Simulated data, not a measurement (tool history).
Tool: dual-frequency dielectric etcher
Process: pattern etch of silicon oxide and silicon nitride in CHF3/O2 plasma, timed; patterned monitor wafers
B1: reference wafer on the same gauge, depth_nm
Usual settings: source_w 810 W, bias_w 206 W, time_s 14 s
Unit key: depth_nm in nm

Run 1, hour 0: usual settings but time_s 12.5 s; B1 19.5. Result: depth_nm 21.09 nm.
Run 2, hour 64.2: usual settings but time_s 12.5 s; B1 19.49. Result: depth_nm 21.12 nm.
Run 3, hour 114.9: usual settings but time_s 12.5 s; B1 19.49. Result: depth_nm 21 nm.
Run 4, hour 182: usual settings; B1 19.5. Result: depth_nm 23.4 nm.
Run 5, hour 244.6: usual settings; B1 19.51. Result: depth_nm 23.27 nm.
Run 6, hour 299.2: usual settings; B1 19.5. Result: depth_nm 23.27 nm.
At hour 427.8: wet clean of the chamber.
Run 7, hour 428.3: usual settings but source_w 740 W; B1 19.49. Result: depth_nm 23.02 nm.
Run 8, hour 438.9: usual settings but source_w 740 W; B1 19.5. Result: depth_nm 22.96 nm.
Run 9, hour 482.2: usual settings but bias_w 229 W; B1 19.5. Result: depth_nm 24.51 nm.
Run 10, hour 531.6: usual settings but bias_w 229 W; B1 19.51. Result: depth_nm 24.46 nm.
At hour 537.7: source power generator calibrated.
Run 11, hour 590.1: usual settings but bias_w 255 W, time_s 15.5 s; B1 19.5. Result: depth_nm 28.35 nm.
Run 12, hour 633.3: usual settings but source_w 940 W, bias_w 179 W, time_s 17.5 s; B1 19.5. Result: depth_nm 30.86 nm.
At hour 667.7: upper electrode replaced.
Run 13, hour 668.2: usual settings but source_w 870 W, bias_w 188 W, time_s 17 s; B1 19.49. Result: depth_nm 29.37 nm.
At hour 704.3: gauge calibrated.
Run 14, hour 722.8: usual settings but source_w 970 W, bias_w 167 W, time_s 17 s; B1 19.51. Result: depth_nm 29.86 nm.
Run 15, hour 754.9: usual settings but source_w 930 W, bias_w 192 W; B1 19.49. Result: depth_nm 24.86 nm.
Run 16, hour 803.6: usual settings but time_s 18 s; B1 19.5. Result: depth_nm 30.6 nm.

For run 17, what comes out?
Run 17, hour 837.5: usual settings but source_w 690 W; B1 ?. Result: depth_nm ?.

{"run 17": {"B1": 19.51, "depth_nm": 22.26}}
With no hidden state in the tool, this same run would have given depth_nm 22.76 nm.

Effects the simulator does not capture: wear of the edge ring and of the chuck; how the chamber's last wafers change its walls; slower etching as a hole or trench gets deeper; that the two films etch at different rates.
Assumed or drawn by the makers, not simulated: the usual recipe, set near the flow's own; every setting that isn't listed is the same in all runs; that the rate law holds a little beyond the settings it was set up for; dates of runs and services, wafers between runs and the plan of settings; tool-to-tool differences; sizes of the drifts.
